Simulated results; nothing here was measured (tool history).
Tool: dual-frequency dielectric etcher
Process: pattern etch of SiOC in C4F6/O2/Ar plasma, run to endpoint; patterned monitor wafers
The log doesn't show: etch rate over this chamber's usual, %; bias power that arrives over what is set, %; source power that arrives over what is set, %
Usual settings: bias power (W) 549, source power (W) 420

run    hour  bias power (W)  source power (W)  wafers since the last listed run  hours since the last wet clean  hours since the last bias power generator calibration  hours since the last source power generator calibration  hours since the last upper electrode change  incoming incoming film thickness, nm  endpoint time (s)
  1       0             549               420                                 0                           779.6                                                 1022.4                                                   3182.1                                       2758.4                                 30.65                9.4
       52.7  -- wet clean of the chamber
  2    71.9             549               420                               790                            19.2                                                 1094.3                                                     3254                                       2830.3                                 30.86                9.1
  3   138.9             549               420                              1105                            86.2                                                 1161.3                                                     3321                                       2897.3                                 30.78                9.1
  4   194.7             549               420                               920                             142                                                 1217.1                                                   3376.8                                       2953.1                                 30.92                9.1
  5   286.9             549               420                              1521                           234.2                                                 1309.3                                                     3469                                       3045.3                                 30.65                8.9
      318.3  -- upper electrode replaced
  6   394.3             503               480                              1375                           341.6                                                 1416.7                                                   3576.4                                           76                                  30.5                8.8
  7   634.7             549               420                              3965                             582                                                 1657.1                                                   3816.8                                        316.4                                  30.8                8.9
  8   676.5             549               420                               689                           623.8                                                 1698.9                                                   3858.6                                        358.2                                 30.75                  9
      722.1  -- wet clean of the chamber, repeated, since the last time left the tool worse
  9   743.7             588               450                               712                            21.6                                                 1766.1                                                   3925.8                                        425.4                                 30.51                  9
 10   828.7             588               450                              1402                           106.6                                                 1851.1                                                   4010.8                                        510.4                                  30.8                  9
 11   902.4             549               420                              1215                           180.3                                                 1924.8                                                   4084.5                                        584.1                                 30.57                9.3
 12   949.4             549               420                               775                           227.3                                                 1971.8                                                   4131.5                                        631.1                                 30.74                9.5
 13  1047.9             549               420                              1624                           325.8                                                 2070.3                                                     4230                                        729.6                                 30.71                9.5
 14  1087.5             549               420                               653                           365.4                                                 2109.9                                                   4269.6                                        769.2                                 30.72                9.5
 15  1175.9             685               490                              1458                           453.8                                                 2198.3                                                     4358                                        857.6                                 30.91                8.3
 16    1256             549               420                              1321                           533.9                                                 2278.4                                                   4438.1                                        937.7                                  30.8                9.4
 17  1350.8             549               340                              1563                           628.7                                                 2373.2                                                   4532.9                                       1032.5                                 31.11               10.3
     1455.4  -- wet clean of the chamber
     1486.5  -- source power generator calibrated
     1538.9  -- bias power generator calibrated
 18  1584.6             549               500                              3329                           129.2                                                   45.7                                                     98.1                                       1266.3                                 30.76                  9
 19  1657.7             425               490                              1205                           202.3                                                  118.8                                                    171.2                                       1339.4                                 30.55                9.7
 20  1748.3             618               450                              1494                           292.9                                                  209.4                                                    261.8                                         1430                                 30.42                8.9
 21  1816.8             549               480                              1130                           361.4                                                  277.9                                                    330.3                                       1498.5                                 31.08                9.1
 22  1853.5             549               420                               605                           398.1                                                  314.6                                                      367                                       1535.2                                 30.54                9.5
 23  1909.3             443               470                               920                           453.9                                                  370.4                                                    422.8                                         1591                                 30.62                9.6
 24    2043             642               420                              2205                           587.6                                                  504.1                                                    556.5                                       1724.7                                 30.99                  9
 25  2103.7             549               420                              1001                           648.3                                                  564.8                                                    617.2                                       1785.4                                 30.74                9.4
     2183.8  -- wet clean of the chamber
 26  2184.3             549               420                               933                             0.5                                                  645.4                                                    697.8                                         1866                                 30.45                9.4
 27  2241.6             428               420                               945                            57.8                                                  702.7                                                    755.1                                       1923.3                                 30.51               10.3
 28  2303.5             475               460                              1021                           119.7                                                  764.6                                                      817                                       1985.2                                 30.36                9.5
 29  2398.1             549               480                              1560                           214.3                                                  859.2                                                    911.6                                       2079.8                                  30.9                9.1
 30  2472.1             418               340                              1220                           288.3                                                  933.2                                                    985.6                                       2153.8                                 31.01               11.3
 31  2539.2             604               500                              1106                           355.4                                                 1000.3                                                   1052.7                                       2220.9                                 30.63                8.7
 32  2637.9             464               490                              1628                           454.1                                                   1099                                                   1151.4                                       2319.6                                 30.67                9.3
 33  2686.7             435               350                               805                           502.9                                                 1147.8                                                   1200.2                                       2368.4                                 30.69               10.9
 34  2738.2             453               420                               849                           554.4                                                 1199.3                                                   1251.7                                       2419.9                                 30.41                9.9
 35  2932.5             606               480                              3205                           748.7                                                 1393.6                                                     1446                                       2614.2                                 30.71                8.7
 36  3015.5             549               420                              1369                           831.7                                                 1476.6                                                     1529                                       2697.2                                 30.44                9.3

How the hidden state differs across the entries between the runs, from the last listed run before each to the first after it:
Between runs 1 and 2: wet clean of the chamber (hour 52.7)
  etch rate over this chamber's usual, %: 2.37 -> 4.96
  measured less the result without the state, endpoint time (s): -0.2 -> -0.5
Between runs 5 and 6: upper electrode replaced (hour 318.3)
  etch rate over this chamber's usual, %: 5.61 -> 5.94
  measured less the result without the state, endpoint time (s): -0.5 -> -0.5
Between runs 8 and 9: wet clean of the chamber, repeated, since the last time left the tool worse (hour 722.1)
  etch rate over this chamber's usual, %: 6.8 -> 0.13
  measured less the result without the state, endpoint time (s): -0.6 -> +0
Between runs 17 and 18: wet clean of the chamber (hour 1455.4); source power generator calibrated (hour 1486.5); bias power generator calibrated (hour 1538.9)
  etch rate over this chamber's usual, %: 1.98 -> 0.202
  measured less the result without the state, endpoint time (s): -0.2 -> +0
Between runs 25 and 26: wet clean of the chamber (hour 2183.8)
  etch rate over this chamber's usual, %: 1.78 -> -0.33
  measured less the result without the state, endpoint time (s): -0.1 -> +0
